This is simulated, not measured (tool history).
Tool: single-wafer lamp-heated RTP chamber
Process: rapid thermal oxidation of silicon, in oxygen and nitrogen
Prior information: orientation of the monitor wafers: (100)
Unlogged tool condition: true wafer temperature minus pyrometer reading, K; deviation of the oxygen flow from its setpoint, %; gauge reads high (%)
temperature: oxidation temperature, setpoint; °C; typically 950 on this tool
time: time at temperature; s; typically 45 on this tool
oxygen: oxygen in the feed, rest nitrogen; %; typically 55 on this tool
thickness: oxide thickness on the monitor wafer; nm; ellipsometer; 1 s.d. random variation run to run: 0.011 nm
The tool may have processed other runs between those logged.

| run | hour | temperature | time | oxygen | wafers since the last listed run | wafers since the last pyrometer calibration | hours since the oxygen flow controller was replaced | hours since the gauge calibration | read-back reference wafer on the same gauge, thickness | thickness |
|---|---|---|---|---|---|---|---|---|---|---|
| 1 | 0.0 | 950 | 29 | 55 | 0 | 3971 | 1552.4 | 2309.4 | 3.452 | 2.785 |
| 2 | 45.2 | 950 | 45 | 55 | 584 | 4555 | 1597.6 | 2354.6 | 3.451 | 3.158 |
| 3 | 116.1 | 950 | 45 | 55 | 916 | 5471 | 1668.5 | 2425.5 | 3.449 | 3.184 |
| 4 | 157.5 | 950 | 45 | 55 | 535 | 6006 | 1709.9 | 2466.9 | 3.454 | 3.190 |
|  | 216.9 | pyrometer window cleaned and pyrometer calibrated |
| 5 | 221.7 | 950 | 63 | 55 | 726 | 62 | 1774.1 | 2531.1 | 3.450 | 3.524 |
| 6 | 265.6 | 950 | 63 | 55 | 567 | 629 | 1818.0 | 2575.0 | 3.453 | 3.532 |
| 7 | 314.8 | 950 | 63 | 55 | 635 | 1265 | 1867.2 | 2624.2 | 3.450 | 3.513 |
| 8 | 365.1 | 943 | 45 | 37 | 650 | 1915 | 1917.5 | 2674.5 | 3.446 | 2.816 |
| 9 | 425.3 | 943 | 45 | 37 | 778 | 2693 | 1977.7 | 2734.7 | 3.450 | 2.816 |
| 10 | 477.9 | 950 | 45 | 55 | 679 | 3373 | 2030.3 | 2787.3 | 3.452 | 3.168 |
| 11 | 533.4 | 950 | 45 | 55 | 717 | 4090 | 2085.8 | 2842.8 | 3.446 | 3.180 |
|  | 555.4 | gauge calibrated |
| 12 | 571.6 | 950 | 45 | 55 | 493 | 4584 | 2124.0 | 16.2 | 3.449 | 3.167 |
| 13 | 633.0 | 950 | 45 | 55 | 793 | 5377 | 2185.4 | 77.6 | 3.455 | 3.178 |
|  | 725.7 | pyrometer window cleaned and pyrometer calibrated |
| 14 | 834.2 | 950 | 45 | 55 | 2496 | 1401 | 2386.6 | 278.8 | 3.451 | 3.142 |
| 15 | 905.7 | 933 | 45 | 77 | 924 | 2325 | 2458.1 | 350.3 | 3.445 | 3.105 |
| 16 | 964.2 | 950 | 45 | 55 | 756 | 3081 | 2516.6 | 408.8 | 3.451 | 3.169 |
| 17 | 1004.3 | 924 | 45 | 85 | 518 | 3600 | 2556.7 | 448.9 | 3.448 | 3.029 |
| 18 | 1056.3 | 950 | 45 | 55 | 672 | 4272 | 2608.7 | 500.9 | 3.449 | 3.151 |
| 19 | 1087.7 | 950 | 45 | 55 | 405 | 4677 | 2640.1 | 532.3 | 3.451 | 3.149 |
| 20 | 1145.2 | 939 | 45 | 28 | 743 | 5420 | 2697.6 | 589.8 | 3.451 | 2.658 |
| 21 | 1194.9 | 950 | 29 | 55 | 642 | 6063 | 2747.3 | 639.5 | 3.451 | 2.790 |
|  | 1230.0 | pyrometer window cleaned and pyrometer calibrated |
| 22 | 1239.7 | 933 | 56 | 27 | 475 | 125 | 2792.1 | 684.3 | 3.450 | 2.720 |
| 23 | 1299.0 | 958 | 66 | 55 | 766 | 892 | 2851.4 | 743.6 | 3.448 | 3.773 |
| 24 | 1352.2 | 962 | 52 | 55 | 687 | 1579 | 2904.6 | 796.8 | 3.455 | 3.539 |
| 25 | 1404.4 | 950 | 45 | 35 | 674 | 2254 | 2956.8 | 849.0 | 3.447 | 2.866 |
| 26 | 1451.5 | 963 | 45 | 55 | 608 | 2863 | 3003.9 | 896.1 | 3.449 | 3.383 |
| 27 | 1506.4 | 950 | 32 | 73 | 709 | 3572 | 3058.8 | 951.0 | 3.449 | 3.022 |
|  | 1541.5 | oxygen flow controller replaced |
| 28 | 1570.6 | 950 | 45 | 55 | 726 | 4298 | 29.1 | 1015.2 | 3.453 | 3.160 |
| 29 | 1594.7 | 971 | 30 | 76 | 311 | 4610 | 53.2 | 1039.3 | 3.448 | 3.374 |
| 30 | 1664.2 | 941 | 39 | 55 | 898 | 5508 | 122.7 | 1108.8 | 3.448 | 2.928 |
| 31 | 1706.0 | 950 | 45 | 55 | 540 | 6048 | 164.5 | 1150.6 | 3.454 | 3.187 |
|  | 1751.0 | pyrometer window cleaned and pyrometer calibrated |
| 32 | 1751.5 | 966 | 29 | 46 | 484 | 6 | 210.0 | 1196.1 | 3.452 | 2.880 |
| 33 | 1809.5 | 924 | 45 | 55 | 749 | 756 | 268.0 | 1254.1 | 3.449 | 2.775 |
| 34 | 1862.0 | 922 | 28 | 55 | 678 | 1434 | 320.5 | 1306.6 | 3.447 | 2.464 |
| 35 | 1902.7 | 936 | 56 | 46 | 526 | 1960 | 361.2 | 1347.3 | 3.452 | 3.008 |
| 36 | 2060.1 | 931 | 36 | 55 | 2034 | 3995 | 518.6 | 1504.7 | 3.447 | 2.706 |
| 37 | 2108.2 | 973 | 45 | 55 | 621 | 4616 | 566.7 | 1552.8 | 3.448 | 3.638 |

Each row is a separate what-if for the run after 37, all from the same tool condition, not one after another. Results?
| A | 2108.7 | 950 | 45 | 55 | 6 | 4623 | 567.2 | 1553.3 | ? | ? |
| B | 2108.7 | 924 | 31 | 55 | 6 | 4623 | 567.2 | 1553.3 | ? | ? |
| C | 2108.7 | 950 | 24 | 55 | 6 | 4623 | 567.2 | 1553.3 | ? | ? |
| D | 2108.7 | 930 | 37 | 55 | 6 | 4623 | 567.2 | 1553.3 | ? | ? |
| E | 2108.7 | 939 | 45 | 43 | 6 | 4623 | 567.2 | 1553.3 | ? | ? |

| run | read-back reference wafer on the same gauge, thickness | thickness |
|---|---|---|
| A | 3.444 | 3.159 |
| B | 3.444 | 2.541 |
| C | 3.444 | 2.637 |
| D | 3.444 | 2.712 |
| E | 3.444 | 2.841 |
Without the tool's hidden state the same runs would have given:
| run | thickness |
|---|---|
| A | 3.133 |
| B | 2.528 |
| C | 2.621 |
| D | 2.695 |
| E | 2.822 |

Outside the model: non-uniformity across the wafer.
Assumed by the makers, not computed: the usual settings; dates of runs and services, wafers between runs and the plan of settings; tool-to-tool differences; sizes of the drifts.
